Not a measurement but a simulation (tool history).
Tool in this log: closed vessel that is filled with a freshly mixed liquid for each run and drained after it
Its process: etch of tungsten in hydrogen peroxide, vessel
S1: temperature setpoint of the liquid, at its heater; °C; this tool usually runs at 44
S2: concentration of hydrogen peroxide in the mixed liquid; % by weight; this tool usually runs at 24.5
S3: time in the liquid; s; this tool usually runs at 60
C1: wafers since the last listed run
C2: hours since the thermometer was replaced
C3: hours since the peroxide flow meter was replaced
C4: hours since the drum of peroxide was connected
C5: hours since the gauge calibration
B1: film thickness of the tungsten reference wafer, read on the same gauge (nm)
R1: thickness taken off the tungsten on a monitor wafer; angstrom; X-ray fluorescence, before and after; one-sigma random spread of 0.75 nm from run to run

run     day    S1    S2  S3    C1      C2     C3     C4      C5     B1      R1
  1       0    44  20.5  60     0  1384.9  740.1  772.5   605.4  79.99   761.4
  2   0.721    44  24.5  60  1126  1402.2  757.4  789.8   622.7  79.99   836.7
  3   1.733    44  24.5  60  1582  1426.5  781.7  814.1     647  79.97   835.9
  4   3.021    44  24.5  60  2012  1457.4  812.6    845   677.9  79.99   830.5
  5   3.912    44  24.5  40  1393  1478.8    834  866.4   699.3     80   552.1
  6   4.492    44  24.5  40   905  1492.7  847.9  880.3   713.2  80.02   554.9
      4.879  -- peroxide flow meter replaced
  7   5.708    44  24.5  40  1836  1521.9   19.9  909.5   742.4  80.04   557.2
      5.925  -- new drum of peroxide connected
  8     6.9    44  24.5  60  1797  1550.5   48.5   23.4     771  79.99   864.4
  9   8.038    44  24.5  60  1777  1577.8   75.8   50.7   798.3  80.02     876
 10   8.679    44  24.5  60  1002  1593.2   91.2   66.1   813.7     80   876.4
 11  10.175    44  24.5  60  2337  1629.1  127.1    102   849.6  79.98   876.6
 12  11.142  36.5    30  60  1510  1652.3  150.3  125.2   872.8  79.97   590.6
 13  12.254    37    30  40  1738    1679    177  151.9   899.5  79.99   408.2
 14  12.929    44  24.5  60  1054  1695.2  193.2  168.1   915.7  79.98   864.9
     14.108  -- thermometer replaced
 15  15.454    48  24.5  85  3880    32.3  253.8  228.7   976.3     80    1585
 16  16.238    44  28.5  60  1224    51.1  272.6  247.5   995.1  79.99   913.7
 17  20.154    53    29  60  6121   145.1  366.6  341.5  1089.1  79.98  1645.5
 18  21.004    44  24.5  50  1328   165.5    387  361.9  1109.5     80   712.9
 19  22.092    44  24.5  60  1699   191.6  413.1    388  1135.6     80   864.3
       22.8  -- gauge calibrated
 20  23.475  46.5  24.5  60  2161   224.8  446.3  421.2    16.2  79.99  1007.4
 21  24.788    34    29  75  2051   256.3  477.8  452.7    47.7  79.98   607.2
 22  26.242    37  22.5  35  2272   291.2  512.7  487.6    82.6  80.02   304.2
 23  26.975    44  24.5  60  1146   308.8  530.3  505.2   100.2  79.98   862.6
 24  28.396    50  24.5  60  2220   342.9  564.4  539.3   134.3     80  1256.2
 25  29.379    44  27.5  60  1536   366.5    588  562.9   157.9  79.98   893.6
 26    30.1    51    30  85  1126   383.8  605.3  580.2   175.2  80.01  2040.4
 27      31  36.5  24.5  60  1406   405.4  626.9  601.8   196.8     80     528
 28  31.783    44  24.5  60  1224   424.2  645.7  620.6   215.6  80.02     837
 29   32.65    52  24.5  30  1354     445  666.5  641.4   236.4  80.01     711

How the hidden state differs across the entries between the runs, from the last listed run before each to the first after it:
From run 6 to run 7: peroxide flow meter replaced (day 4.879)
  peroxide weaker than its label (%): 9.01 -> 9.29
  measured value less the no-hidden-state value, R1: -26.8 -> -27.8 angstrom
From run 7 to run 8: new drum of peroxide connected (day 5.925)
  peroxide weaker than its label (%): 9.29 -> 0.4
  measured value less the no-hidden-state value, R1: -27.8 -> -1.7 angstrom
From run 14 to run 15: thermometer replaced (day 14.108)
  peroxide weaker than its label (%): 1.78 -> 2.36
  measured value less the no-hidden-state value, R1: -7.8 -> -19.1 angstrom
From run 19 to run 20: gauge calibrated (day 22.8)
  peroxide weaker than its label (%): 3.89 -> 4.21
  measured value less the no-hidden-state value, R1: -17.3 -> -21.8 angstrom
